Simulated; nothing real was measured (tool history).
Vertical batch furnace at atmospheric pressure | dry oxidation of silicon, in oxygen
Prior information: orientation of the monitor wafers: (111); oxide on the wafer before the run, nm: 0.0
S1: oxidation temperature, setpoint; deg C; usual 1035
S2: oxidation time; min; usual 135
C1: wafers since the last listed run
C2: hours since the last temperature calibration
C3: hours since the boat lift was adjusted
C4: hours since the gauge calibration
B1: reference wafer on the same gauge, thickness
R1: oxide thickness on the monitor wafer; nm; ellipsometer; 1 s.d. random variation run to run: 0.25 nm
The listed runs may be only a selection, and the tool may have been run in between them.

run   hour    S1     S2    C1      C2      C3     C4      B1      R1
  1      0  1018    135     0  3085.9  1646.1  463.8  153.99   151.5
       5.4  -- gauge calibrated
  2  103.6  1018    135  1664  3189.5  1749.7   98.2  154.01  151.65
  3  176.6  1027    135  1173  3262.5  1822.7  171.2  153.99  160.75
  4  216.2  1027    135   636  3302.1  1862.3  210.8     154  160.34
     299.9  -- thermocouples replaced and temperature profile calibrated
  5  300.4  1035    135   967     0.5  1946.5    295     154  164.57
  6  357.3  1035    135   914    57.4  2003.4  351.9  154.04  164.93
  7  420.9  1017    159  1022     121    2067  415.5  153.96  163.18
     461.7  -- gauge calibrated
  8    488  1017    159  1078   188.1  2134.1   26.3  153.98  163.48
  9  542.9  1035     72   882     243    2189   81.2  154.01   111.4
     582.8  -- boat lift adjusted
 10  641.5  1021    110  1198   341.6    58.7  179.8  154.03  135.38
 11  739.5  1035  159.5  1574   439.6   156.7  277.8  154.02  184.65
 12  782.5  1043   73.5   691   482.6   199.7  320.8  154.02  119.51
 13  821.9  1035    135   633     522   239.1  360.2  153.96  166.99
 14  882.4  1024     68   972   582.5   299.6  420.7  153.98  101.22

Below are 3 alternative next runs, each starting from the tool's condition after run 14. Predict each:
  A  887.9  1057    135  88  588  305.1  426.2   ?   ?
  B  887.9  1035     79  88  588  305.1  426.2   ?   ?
  C  887.9  1043  117.5  88  588  305.1  426.2   ?   ?

run      B1      R1
  A  153.98  188.49
  B  153.98  119.37
  C  153.98  160.13
What these runs would have given with no unlogged condition in the tool:
run      R1
  A   189.6
  B  120.11
  C  161.08
